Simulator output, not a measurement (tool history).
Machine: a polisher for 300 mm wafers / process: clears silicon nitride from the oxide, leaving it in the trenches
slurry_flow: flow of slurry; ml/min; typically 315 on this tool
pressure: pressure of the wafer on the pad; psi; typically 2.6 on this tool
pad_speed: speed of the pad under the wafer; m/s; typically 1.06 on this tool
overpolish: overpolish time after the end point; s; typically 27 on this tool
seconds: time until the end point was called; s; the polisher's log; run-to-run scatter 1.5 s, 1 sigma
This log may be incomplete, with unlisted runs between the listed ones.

| run | day | slurry_flow | pressure | pad_speed | overpolish | wafers since the last listed run | wafers polished on this pad | hours since the slurry nozzle was cleaned | hours since the head pressure was calibrated | incoming thickness of the incoming film, nm | seconds |
|---|---|---|---|---|---|---|---|---|---|---|---|
| 1 | 0.000 | 315 | 2.6 | 1.06 | 27 | 0 | 854 | 539.5 | 966.6 | 68.6 | 78.2 |
| 2 | 1.229 | 315 | 2.6 | 1.06 | 27 | 144 | 998 | 569.0 | 996.1 | 71.2 | 82.3 |
| 3 | 1.804 | 315 | 2.6 | 1.06 | 31 | 67 | 1066 | 582.8 | 1009.9 | 69.7 | 80.4 |
|  | 2.388 | worn pad replaced by a new one |
| 4 | 2.729 | 315 | 2.6 | 1.06 | 31 | 89 | 40 | 605.0 | 1032.1 | 70.5 | 79.0 |
| 5 | 3.267 | 315 | 2.6 | 1.06 | 27 | 63 | 103 | 617.9 | 1045.0 | 69.1 | 75.7 |
| 6 | 4.638 | 315 | 2.6 | 1.06 | 27 | 160 | 264 | 650.8 | 1077.9 | 69.7 | 81.4 |
| 7 | 6.112 | 315 | 2.6 | 1.06 | 27 | 173 | 437 | 686.2 | 1113.3 | 69.3 | 79.6 |
| 8 | 7.021 | 315 | 2.6 | 1.06 | 27 | 106 | 544 | 708.0 | 1135.1 | 70.1 | 79.8 |
| 9 | 7.708 | 315 | 1.9 | 1.06 | 27 | 80 | 624 | 724.5 | 1151.6 | 69.0 | 100.6 |
| 10 | 8.521 | 315 | 1.9 | 1.06 | 27 | 95 | 720 | 744.0 | 1171.1 | 69.6 | 105.4 |
|  | 9.396 | head pressure recalibrated |
| 11 | 9.925 | 315 | 1.9 | 1.06 | 27 | 155 | 875 | 777.7 | 12.7 | 69.3 | 100.7 |
| 12 | 10.442 | 315 | 2.6 | 1.06 | 27 | 60 | 935 | 790.1 | 25.1 | 70.8 | 80.1 |
|  | 11.375 | worn pad replaced by a new one |
| 13 | 11.396 | 315 | 2.6 | 1.06 | 27 | 92 | 2 | 813.0 | 48.0 | 71.2 | 81.5 |
| 14 | 12.621 | 315 | 2.6 | 1.06 | 27 | 143 | 146 | 842.4 | 77.4 | 69.2 | 78.6 |
| 15 | 13.279 | 315 | 2.6 | 1.06 | 27 | 77 | 223 | 858.2 | 93.2 | 70.0 | 79.8 |
| 16 | 14.583 | 315 | 2.6 | 1.06 | 27 | 153 | 376 | 889.5 | 124.5 | 69.3 | 78.0 |
| 17 | 15.233 | 315 | 2.6 | 1.06 | 27 | 76 | 452 | 905.1 | 140.1 | 70.1 | 81.2 |
| 18 | 16.446 | 315 | 2.6 | 1.06 | 27 | 142 | 595 | 934.2 | 169.2 | 70.6 | 83.2 |
| 19 | 16.996 | 345 | 2.6 | 1.06 | 36 | 64 | 659 | 947.4 | 182.4 | 68.9 | 80.9 |
|  | 17.754 | slurry nozzle cleaned |
| 20 | 18.396 | 315 | 2.6 | 1.06 | 27 | 159 | 819 | 15.4 | 216.0 | 70.5 | 82.5 |
| 21 | 19.046 | 315 | 2.6 | 1.06 | 27 | 76 | 895 | 31.0 | 231.6 | 69.5 | 79.2 |
|  | 19.312 | worn pad replaced by a new one |
| 22 | 20.404 | 315 | 2.6 | 1.06 | 27 | 139 | 128 | 63.6 | 264.2 | 68.9 | 81.3 |
| 23 | 21.612 | 315 | 2.6 | 1.06 | 27 | 141 | 270 | 92.6 | 293.2 | 69.6 | 80.5 |
| 24 | 23.096 | 315 | 2.6 | 1.06 | 27 | 174 | 444 | 128.2 | 328.8 | 69.2 | 80.6 |
| 25 | 24.092 | 315 | 3.5 | 0.76 | 27 | 116 | 561 | 152.1 | 352.7 | 69.8 | 86.1 |
| 26 | 25.562 | 315 | 2.3 | 0.94 | 38 | 172 | 733 | 187.4 | 388.0 | 70.8 | 99.3 |
| 27 | 26.292 | 395 | 2.6 | 1.06 | 34 | 85 | 819 | 204.9 | 405.5 | 69.0 | 77.4 |
| 28 | 27.792 | 315 | 2.6 | 1.06 | 27 | 176 | 995 | 240.9 | 441.5 | 69.2 | 79.2 |
|  | 28.112 | worn pad replaced by a new one |
| 29 | 28.529 | 315 | 2.0 | 1.06 | 27 | 67 | 48 | 258.6 | 459.2 | 69.4 | 99.2 |
| 30 | 29.150 | 245 | 2.6 | 1.06 | 27 | 72 | 121 | 273.5 | 474.1 | 69.5 | 81.1 |
| 31 | 29.988 | 315 | 2.6 | 1.06 | 42 | 98 | 220 | 293.6 | 494.2 | 70.1 | 80.7 |
| 32 | 31.329 | 385 | 2.6 | 1.06 | 27 | 157 | 377 | 325.8 | 526.4 | 70.1 | 80.1 |
| 33 | 32.575 | 315 | 3.2 | 1.06 | 27 | 146 | 523 | 355.7 | 556.3 | 70.9 | 65.6 |
| 34 | 33.762 | 315 | 2.6 | 1.06 | 27 | 139 | 663 | 384.2 | 584.8 | 68.8 | 77.8 |
| 35 | 34.333 | 315 | 2.6 | 1.06 | 16 | 67 | 730 | 397.9 | 598.5 | 70.0 | 80.3 |
| 36 | 35.312 | 315 | 2.6 | 1.06 | 27 | 114 | 845 | 421.4 | 622.0 | 69.8 | 81.2 |
|  | 35.933 | worn pad replaced by a new one |
| 37 | 36.112 | 245 | 3.2 | 1.06 | 39 | 74 | 21 | 440.6 | 641.2 | 69.6 | 71.7 |
| 38 | 37.233 | 405 | 3.3 | 1.06 | 27 | 131 | 152 | 467.5 | 668.1 | 70.2 | 65.3 |

Branching from run 38: 3 alternative next runs. What would each branch give?
| A | 37.254 | 315 | 2.6 | 1.22 | 27 | 2 | 155 | 468.0 | 668.6 | 69.5 | ? |
| B | 37.254 | 410 | 3.0 | 1.06 | 34 | 2 | 155 | 468.0 | 668.6 | 69.5 | ? |
| C | 37.254 | 315 | 3.3 | 1.06 | 27 | 2 | 155 | 468.0 | 668.6 | 69.5 | ? |

| run | seconds |
|---|---|
| A | 70.5 |
| B | 71.0 |
| C | 66.8 |
Take away the tool's hidden state, keep each run's random variation, and the runs would have read:
| run | seconds |
|---|---|
| A | 70.5 |
| B | 71.0 |
| C | 66.8 |
